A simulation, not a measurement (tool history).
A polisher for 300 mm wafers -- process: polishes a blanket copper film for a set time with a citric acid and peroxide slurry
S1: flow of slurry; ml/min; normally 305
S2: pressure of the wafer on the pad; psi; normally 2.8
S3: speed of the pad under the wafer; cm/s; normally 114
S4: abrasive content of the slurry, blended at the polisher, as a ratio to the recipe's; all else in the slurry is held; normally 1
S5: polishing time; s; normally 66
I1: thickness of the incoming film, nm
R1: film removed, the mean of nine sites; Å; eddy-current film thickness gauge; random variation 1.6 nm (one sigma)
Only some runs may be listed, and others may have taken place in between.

{"run": 1, "hour": 0.0, "S1": 305, "S2": 2.8, "S3": 114, "S4": 1.15, "S5": 66, "I1": 912.4, "R1": 1511}
{"run": 2, "hour": 10.1, "S1": 305, "S2": 2.8, "S3": 114, "S4": 1.15, "S5": 66, "I1": 903.2, "R1": 1520}
{"run": 3, "hour": 22.0, "S1": 305, "S2": 2.8, "S3": 114, "S4": 1, "S5": 66, "I1": 918.1, "R1": 1451}
{"run": 4, "hour": 35.1, "S1": 305, "S2": 2.8, "S3": 114, "S4": 1, "S5": 66, "I1": 905.5, "R1": 1460}
{"run": 5, "hour": 43.4, "S1": 305, "S2": 2.8, "S3": 114, "S4": 1, "S5": 66, "I1": 923.6, "R1": 1466}
{"run": 6, "hour": 53.7, "S1": 305, "S2": 2.8, "S3": 114, "S4": 1, "S5": 66, "I1": 914.4, "R1": 1446}
{"run": 7, "hour": 69.9, "S1": 305, "S2": 2.8, "S3": 114, "S4": 0.95, "S5": 66, "I1": 914, "R1": 1445}
{"hour": 83.6, "done": "worn pad replaced by a new one"}
{"run": 8, "hour": 87.7, "S1": 305, "S2": 2.8, "S3": 114, "S4": 1, "S5": 66, "I1": 922.5, "R1": 1454}
{"run": 9, "hour": 103.2, "S1": 305, "S2": 2.8, "S3": 114, "S4": 1, "S5": 66, "I1": 932, "R1": 1451}
{"run": 10, "hour": 128.2, "S1": 305, "S2": 2.8, "S3": 114, "S4": 1, "S5": 66, "I1": 923, "R1": 1455}
{"run": 11, "hour": 147.3, "S1": 305, "S2": 2.8, "S3": 114, "S4": 1, "S5": 66, "I1": 917.8, "R1": 1450}
{"hour": 152.9, "done": "head pressure recalibrated"}
{"hour": 162.9, "done": "worn pad replaced by a new one"}
{"run": 12, "hour": 163.7, "S1": 305, "S2": 2.8, "S3": 114, "S4": 1, "S5": 66, "I1": 926.8, "R1": 1444}
{"run": 13, "hour": 173.3, "S1": 305, "S2": 3.2, "S3": 150, "S4": 0.85, "S5": 81, "I1": 917.1, "R1": 2514}
{"run": 14, "hour": 183.2, "S1": 225, "S2": 3.2, "S3": 114, "S4": 1, "S5": 66, "I1": 922.3, "R1": 1530}
{"run": 15, "hour": 193.0, "S1": 305, "S2": 3.6, "S3": 114, "S4": 1.1, "S5": 66, "I1": 911.1, "R1": 1826}
{"run": 16, "hour": 202.4, "S1": 305, "S2": 2.8, "S3": 150, "S4": 1, "S5": 66, "I1": 911.5, "R1": 1897}
{"hour": 208.4, "done": "slurry nozzle cleaned"}
{"hour": 213.0, "done": "slurry blender recalibrated"}
{"run": 17, "hour": 216.3, "S1": 375, "S2": 2.8, "S3": 114, "S4": 1, "S5": 81, "I1": 901.8, "R1": 1681}
{"run": 18, "hour": 230.6, "S1": 200, "S2": 1.9, "S3": 114, "S4": 1.1, "S5": 78, "I1": 929.2, "R1": 1006}
{"run": 19, "hour": 243.8, "S1": 305, "S2": 2.8, "S3": 114, "S4": 1, "S5": 66, "I1": 922.5, "R1": 1310}
{"hour": 251.0, "done": "worn pad replaced by a new one"}
{"run": 20, "hour": 251.5, "S1": 305, "S2": 3.7, "S3": 128, "S4": 1, "S5": 79, "I1": 927.5, "R1": 2317}
{"run": 21, "hour": 266.8, "S1": 305, "S2": 2.8, "S3": 114, "S4": 1, "S5": 66, "I1": 922.1, "R1": 1339}
{"run": 22, "hour": 274.1, "S1": 305, "S2": 2.8, "S3": 74, "S4": 1, "S5": 80, "I1": 923.1, "R1": 1072}
{"run": 23, "hour": 281.2, "S1": 305, "S2": 2.8, "S3": 114, "S4": 1, "S5": 66, "I1": 924, "R1": 1338}
{"run": 24, "hour": 292.8, "S1": 305, "S2": 2.8, "S3": 80, "S4": 1, "S5": 51, "I1": 931.6, "R1": 730}
{"hour": 302.7, "done": "slurry nozzle cleaned, repeated, since the last time left the tool worse"}
{"hour": 330.6, "done": "worn pad replaced by a new one"}
{"run": 25, "hour": 339.1, "S1": 370, "S2": 2.8, "S3": 114, "S4": 1, "S5": 77, "I1": 918.7, "R1": 1729}
{"run": 26, "hour": 347.0, "S1": 355, "S2": 2.8, "S3": 114, "S4": 1, "S5": 66, "I1": 917.2, "R1": 1488}
{"run": 27, "hour": 357.9, "S1": 305, "S2": 1.9, "S3": 138, "S4": 1, "S5": 74, "I1": 914.6, "R1": 1418}
{"run": 28, "hour": 365.8, "S1": 365, "S2": 2.8, "S3": 114, "S4": 0.9, "S5": 66, "I1": 906.8, "R1": 1491}
{"run": 29, "hour": 372.2, "S1": 305, "S2": 2.8, "S3": 114, "S4": 1, "S5": 66, "I1": 922, "R1": 1503}

Alternative continuations, all from the tool just after run 29; predict every row:
{"run": "A", "hour": 372.6, "S1": 305, "S2": 2.8, "S3": 114, "S4": 0.7, "S5": 66, "I1": 925.6, "R1": "?"}
{"run": "B", "hour": 372.6, "S1": 360, "S2": 2.8, "S3": 114, "S4": 1.2, "S5": 66, "I1": 925.6, "R1": "?"}
{"run": "C", "hour": 372.6, "S1": 350, "S2": 3.2, "S3": 100, "S4": 1.15, "S5": 66, "I1": 925.6, "R1": "?"}
{"run": "D", "hour": 372.6, "S1": 260, "S2": 2.8, "S3": 114, "S4": 1, "S5": 66, "I1": 925.6, "R1": "?"}
{"run": "E", "hour": 372.6, "S1": 305, "S2": 2.8, "S3": 80, "S4": 1, "S5": 66, "I1": 925.6, "R1": "?"}

run=A R1=1387
run=B R1=1541
run=C R1=1514
run=D R1=1445
run=E R1=1043
Stripped of hidden state, with their random variation kept, the same runs would have yielded:
run=A R1=1388
run=B R1=1542
run=C R1=1515
run=D R1=1446
run=E R1=1043
